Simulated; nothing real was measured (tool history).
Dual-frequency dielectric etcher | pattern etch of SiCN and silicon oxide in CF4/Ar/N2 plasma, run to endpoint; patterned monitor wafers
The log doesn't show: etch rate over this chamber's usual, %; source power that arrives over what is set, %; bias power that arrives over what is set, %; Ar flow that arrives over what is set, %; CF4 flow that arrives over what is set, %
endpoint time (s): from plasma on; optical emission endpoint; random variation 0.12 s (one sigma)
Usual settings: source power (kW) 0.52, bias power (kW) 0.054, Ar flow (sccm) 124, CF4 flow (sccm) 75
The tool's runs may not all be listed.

run,day,source power (kW),bias power (kW),Ar flow (sccm),CF4 flow (sccm),wafers since the last listed run,hours since the last wet clean,hours since the last source power generator calibration,hours since the last bias power generator calibration,hours since the last Ar flow controller change,hours since the last CF4 flow controller change,hours since the last upper electrode change,"incoming incoming film thickness, nm",endpoint time (s)
1,0,0.52,0.054,124,75,0,348.6,2503.1,1512,5102.4,4438.1,4689,10.16,13.5
2,1.412,0.52,0.064,124,75,487,382.5,2537,1545.9,5136.3,4472,4722.9,10.18,12.9
# day 2.15: CF4 flow controller replaced
3,2.375,0.52,0.064,124,75,246,405.6,2560.1,1569,5159.4,5.4,4746,10.18,13
4,3.871,0.52,0.054,124,75,516,441.5,2596,1604.9,5195.3,41.3,4781.9,10.15,13.7
# day 4.146: Ar flow controller replaced
# day 5.417: wet clean of the chamber
5,5.438,0.52,0.054,124,75,109,0.5,2633.6,1642.5,31,78.9,4819.5,10.27,13.2
6,5.492,0.52,0.054,124,75,18,1.8,2634.9,1643.8,32.3,80.2,4820.8,10.2,13.2
# day 7.796: upper electrode replaced
7,7.817,0.52,0.054,124,75,457,57.6,2690.7,1699.6,88.1,136,0.5,10.22,13.3
8,7.829,0.52,0.054,124,75,4,57.9,2691,1699.9,88.4,136.3,0.8,10.22,13.3
9,9.096,0.47,0.065,124,89,437,88.3,2721.4,1730.3,118.8,166.7,31.2,10.24,12.8
10,10.292,0.52,0.068,124,75,412,117,2750.1,1759,147.5,195.4,59.9,10.12,12.1
11,11.35,0.59,0.064,153,94,365,142.4,2775.5,1784.4,172.9,220.8,85.3,10.21,11.9
12,12.8,0.52,0.054,124,75,500,177.2,2810.3,1819.2,207.7,255.6,120.1,10.23,13.3
13,13.871,0.52,0.054,109,61,369,202.9,2836,1844.9,233.4,281.3,145.8,10.21,13.4
14,14.462,0.52,0.047,115,75,204,217.1,2850.2,1859.1,247.6,295.5,160,10.18,13.6
15,15.208,0.52,0.06,124,75,257,235,2868.1,1877,265.5,313.4,177.9,10.17,13
# day 15.938: source power generator calibrated
16,16.2,0.52,0.043,115,62,284,258.8,6.3,1900.8,289.3,337.2,201.7,10.1,14.5
# day 17.246: bias power generator calibrated
17,17.308,0.39,0.054,110,58,325,285.4,32.9,1.5,315.9,363.8,228.3,10.21,16.4
18,19.983,0.52,0.068,124,75,923,349.6,97.1,65.7,380.1,428,292.5,10.19,12.6
19,21.462,0.42,0.054,110,75,510,385.1,132.6,101.2,415.6,463.5,328,10.15,14.9
20,22.658,0.52,0.054,104,59,412,413.8,161.3,129.9,444.3,492.2,356.7,10.06,13.4
21,23.8,0.56,0.043,110,65,394,441.2,188.7,157.3,471.7,519.6,384.1,10.29,14.1
22,24.654,0.52,0.054,124,75,294,461.7,209.2,177.8,492.2,540.1,404.6,10.18,13.7
23,25.467,0.52,0.054,124,70,280,481.2,228.7,197.3,511.7,559.6,424.1,10.16,13.8

What the log doesn't show, run by run:
source power that arrives over what is set, %: 0 in every run
bias power that arrives over what is set, %: 0 in every run
Ar flow that arrives over what is set, %: 0 in every run
CF4 flow that arrives over what is set, %: 0 in every run
H1: etch rate over this chamber's usual, %
run,H1
1,-3.15
2,-3.48
3,-3.7
4,-4.05
5,-0.0332
6,-0.0457
7,-0.584
8,-0.587
9,-0.88
10,-1.16
11,-1.4
12,-1.74
13,-1.99
14,-2.12
15,-2.29
16,-2.52
17,-2.78
18,-3.4
19,-3.74
20,-4.02
21,-4.28
22,-4.48
23,-4.67
